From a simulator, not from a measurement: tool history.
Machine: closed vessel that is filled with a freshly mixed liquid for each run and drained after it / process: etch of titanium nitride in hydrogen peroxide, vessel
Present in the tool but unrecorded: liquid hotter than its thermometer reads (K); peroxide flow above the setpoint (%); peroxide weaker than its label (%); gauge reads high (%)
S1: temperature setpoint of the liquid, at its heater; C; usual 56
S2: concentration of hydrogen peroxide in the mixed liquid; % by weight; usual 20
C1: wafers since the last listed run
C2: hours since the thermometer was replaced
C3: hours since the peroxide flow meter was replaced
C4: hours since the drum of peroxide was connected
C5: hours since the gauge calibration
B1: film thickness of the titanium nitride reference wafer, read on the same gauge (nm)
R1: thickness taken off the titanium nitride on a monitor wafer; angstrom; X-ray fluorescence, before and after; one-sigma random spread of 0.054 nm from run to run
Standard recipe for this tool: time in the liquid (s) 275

run 1 hour=0 | S1=56 S2=20 time_in_the_liquid_(s)=275 | C1=0 C2=1268.8 C3=552.7 C4=449.8 C5=1002.8 | B1=110.03 | R1=174.6
run 2 hour=65 | S1=56 S2=20 time_in_the_liquid_(s)=275 | C1=6195 C2=1333.8 C3=617.7 C4=514.8 C5=1067.8 | B1=109.99 | R1=174.6
-- hour=83 new drum of peroxide connected
run 3 hour=133.6 | S1=56 S2=20 time_in_the_liquid_(s)=275 | C1=6443 C2=1402.4 C3=686.3 C4=50.6 C5=1136.4 | B1=110.01 | R1=175.2
run 4 hour=197.8 | S1=56 S2=20 time_in_the_liquid_(s)=275 | C1=6119 C2=1466.6 C3=750.5 C4=114.8 C5=1200.6 | B1=110.01 | R1=174.1
-- hour=211 gauge calibrated
run 5 hour=234 | S1=56 S2=20 time_in_the_liquid_(s)=275 | C1=3450 C2=1502.8 C3=786.7 C4=151 C5=23 | B1=110.03 | R1=176.2
run 6 hour=301.1 | S1=64 S2=20 time_in_the_liquid_(s)=275 | C1=6395 C2=1569.9 C3=853.8 C4=218.1 C5=90.1 | B1=110.01 | R1=299.8
run 7 hour=353 | S1=63.5 S2=17.5 time_in_the_liquid_(s)=275 | C1=4947 C2=1621.8 C3=905.7 C4=270 C5=142 | B1=110 | R1=282.9
-- hour=390.6 peroxide flow meter replaced
run 8 hour=421.2 | S1=48.5 S2=20 time_in_the_liquid_(s)=275 | C1=6405 C2=1690 C3=30.6 C4=338.2 C5=210.2 | B1=110.01 | R1=103.2
-- hour=540.8 new drum of peroxide connected
run 9 hour=607.3 | S1=48.5 S2=20 time_in_the_liquid_(s)=275 | C1=17643 C2=1876.1 C3=216.7 C4=66.5 C5=396.3 | B1=109.98 | R1=103.4
run 10 hour=666.7 | S1=53.5 S2=21 time_in_the_liquid_(s)=275 | C1=5661 C2=1935.5 C3=276.1 C4=125.9 C5=455.7 | B1=109.96 | R1=150.1
run 11 hour=700.6 | S1=56 S2=20 time_in_the_liquid_(s)=165 | C1=3231 C2=1969.4 C3=310 C4=159.8 C5=489.6 | B1=110 | R1=105.7
run 12 hour=736.5 | S1=56 S2=25.5 time_in_the_liquid_(s)=165 | C1=3421 C2=2005.3 C3=345.9 C4=195.7 C5=525.5 | B1=110.01 | R1=112.6
run 13 hour=802.5 | S1=56 S2=20 time_in_the_liquid_(s)=275 | C1=6291 C2=2071.3 C3=411.9 C4=261.7 C5=591.5 | B1=109.95 | R1=177.3
run 14 hour=843.5 | S1=56 S2=18.5 time_in_the_liquid_(s)=120 | C1=3908 C2=2112.3 C3=452.9 C4=302.7 C5=632.5 | B1=110.02 | R1=76.2
run 15 hour=899.1 | S1=48 S2=22.5 time_in_the_liquid_(s)=275 | C1=5299 C2=2167.9 C3=508.5 C4=358.3 C5=688.1 | B1=110 | R1=103.2
run 16 hour=928.5 | S1=48.5 S2=20 time_in_the_liquid_(s)=110 | C1=2802 C2=2197.3 C3=537.9 C4=387.7 C5=717.5 | B1=110.01 | R1=41.8
-- hour=970.1 thermometer replaced
run 17 hour=998.9 | S1=49.5 S2=24.5 time_in_the_liquid_(s)=380 | C1=6615 C2=28.8 C3=608.3 C4=458.1 C5=787.9 | B1=110.03 | R1=156.5
run 18 hour=1065.3 | S1=56 S2=20 time_in_the_liquid_(s)=275 | C1=6329 C2=95.2 C3=674.7 C4=524.5 C5=854.3 | B1=110 | R1=173
-- hour=1067.2 new drum of peroxide connected
run 19 hour=1127.7 | S1=56 S2=22.5 time_in_the_liquid_(s)=275 | C1=5852 C2=157.6 C3=737.1 C4=60.5 C5=916.7 | B1=109.99 | R1=177.6
run 20 hour=1159.1 | S1=49.5 S2=24.5 time_in_the_liquid_(s)=380 | C1=2993 C2=189 C3=768.5 C4=91.9 C5=948.1 | B1=110 | R1=156.5
-- hour=1198.4 gauge calibrated
run 21 hour=1209.4 | S1=46 S2=25.5 time_in_the_liquid_(s)=350 | C1=4794 C2=239.3 C3=818.8 C4=142.2 C5=11 | B1=109.98 | R1=112.8
-- hour=1219 peroxide flow meter replaced
run 22 hour=1265.7 | S1=56 S2=25.5 time_in_the_liquid_(s)=175 | C1=5271 C2=295.6 C3=46.7 C4=198.5 C5=67.3 | B1=109.98 | R1=115.6
run 23 hour=1308.7 | S1=63 S2=20 time_in_the_liquid_(s)=210 | C1=4098 C2=338.6 C3=89.7 C4=241.5 C5=110.3 | B1=110.02 | R1=212.5
run 24 hour=1434.7 | S1=64.5 S2=25.5 time_in_the_liquid_(s)=425 | C1=12010 C2=464.6 C3=215.7 C4=367.5 C5=236.3 | B1=110 | R1=503
run 25 hour=1499.4 | S1=56 S2=15.5 time_in_the_liquid_(s)=275 | C1=6167 C2=529.3 C3=280.4 C4=432.2 C5=301 | B1=109.99 | R1=163.9
-- hour=1523.1 new drum of peroxide connected
run 26 hour=1544.7 | S1=51.5 S2=16 time_in_the_liquid_(s)=275 | C1=4222 C2=574.6 C3=325.7 C4=21.6 C5=346.3 | B1=110.01 | R1=120.6
run 27 hour=1603.1 | S1=56 S2=25 time_in_the_liquid_(s)=125 | C1=5566 C2=633 C3=384.1 C4=80 C5=404.7 | B1=110 | R1=83.2
run 28 hour=1663.4 | S1=56 S2=20 time_in_the_liquid_(s)=275 | C1=5747 C2=693.3 C3=444.4 C4=140.3 C5=465 | B1=109.99 | R1=173.8
run 29 hour=1702 | S1=59 S2=23.5 time_in_the_liquid_(s)=400 | C1=3679 C2=731.9 C3=483 C4=178.9 C5=503.6 | B1=109.99 | R1=321.7
run 30 hour=1759.4 | S1=63.5 S2=20 time_in_the_liquid_(s)=415 | C1=5471 C2=789.3 C3=540.4 C4=236.3 C5=561 | B1=110.02 | R1=434.7

Alternative continuations, all from the tool just after run 30; predict every row:
run A hour=1760.1 | S1=56 S2=23.5 time_in_the_liquid_(s)=275 | C1=66 C2=790 C3=541.1 C4=237 C5=561.7 | B1=? | R1=?
run B hour=1760.1 | S1=62 S2=20 time_in_the_liquid_(s)=180 | C1=66 C2=790 C3=541.1 C4=237 C5=561.7 | B1=? | R1=?
run C hour=1760.1 | S1=56 S2=18.5 time_in_the_liquid_(s)=275 | C1=66 C2=790 C3=541.1 C4=237 C5=561.7 | B1=? | R1=?

run=A B1=110.02 R1=180.1
run=B B1=110.02 R1=171.4
run=C B1=110.02 R1=171
Without the tool's unlogged condition, the same runs would have read:
run=A R1=176.3
run=B R1=168
run=C R1=167.5
